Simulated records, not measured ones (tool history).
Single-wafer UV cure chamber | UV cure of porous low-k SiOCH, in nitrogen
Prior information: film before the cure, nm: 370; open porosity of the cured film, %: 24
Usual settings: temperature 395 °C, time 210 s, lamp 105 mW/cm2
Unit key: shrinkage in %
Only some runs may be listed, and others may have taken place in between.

run,day,temperature,time,lamp,wafers since the last listed run,hours since the UV bulbs were replaced,wafers since the quartz window was cleaned,shrinkage
1,0,395,210,81,0,1201.1,3517,10.088
2,0.371,395,210,81,58,1210,3575,9.828
3,1.1,395,210,105,115,1227.5,3691,11.13
4,1.808,395,210,105,112,1244.5,3804,11.149
5,2.388,395,210,105,91,1258.4,3896,11.096
6,2.817,399,210,105,68,1268.7,3964,10.878
7,3.45,399,210,105,100,1283.9,4064,11.048
8,4.046,399,210,105,94,1298.2,4159,11.336
# day 5.671: quartz window cleaned
9,6.283,395,210,105,302,1351.9,96,11.195
10,6.833,395,210,105,87,1365.1,184,11.212
11,7.396,395,210,105,89,1378.6,273,11.381
12,7.875,395,210,114,76,1390.1,349,11.55
13,8.612,395,210,105,117,1407.8,466,11.097
14,9.229,395,210,105,97,1422.6,564,11.197
15,9.725,395,175,74,78,1434.5,643,9.031
16,10.471,378,260,105,118,1452.4,761,11.949
17,10.896,405,210,105,67,1462.6,829,11.306
18,11.508,381,315,131,97,1477.3,926,13.915
19,12.229,385,125,120,114,1494.6,1040,9.255
20,12.608,376,210,84,60,1503.7,1100,9.897
21,13.05,395,210,105,70,1514.3,1170,11
# day 13.679: UV bulbs replaced
22,13.7,400,210,86,50,0.5,1221,10.711
23,14.35,395,310,105,103,16.1,1324,13.241
24,15.054,395,210,105,111,33,1436,11.241
25,15.375,395,210,86,50,40.7,1487,10.525
26,15.775,386,275,126,63,50.3,1550,13.094
27,16.312,413,145,105,85,63.2,1635,9.782
28,16.7,414,285,105,61,72.5,1697,13.067
29,17.054,395,210,105,56,81,1753,11.146
30,17.554,413,140,116,79,93,1832,9.872

What the log doesn't show, run by run:
lamp output below its setpoint, %: 0, the same for each run
transmission lost against a clean window, %: 0, the same for each run
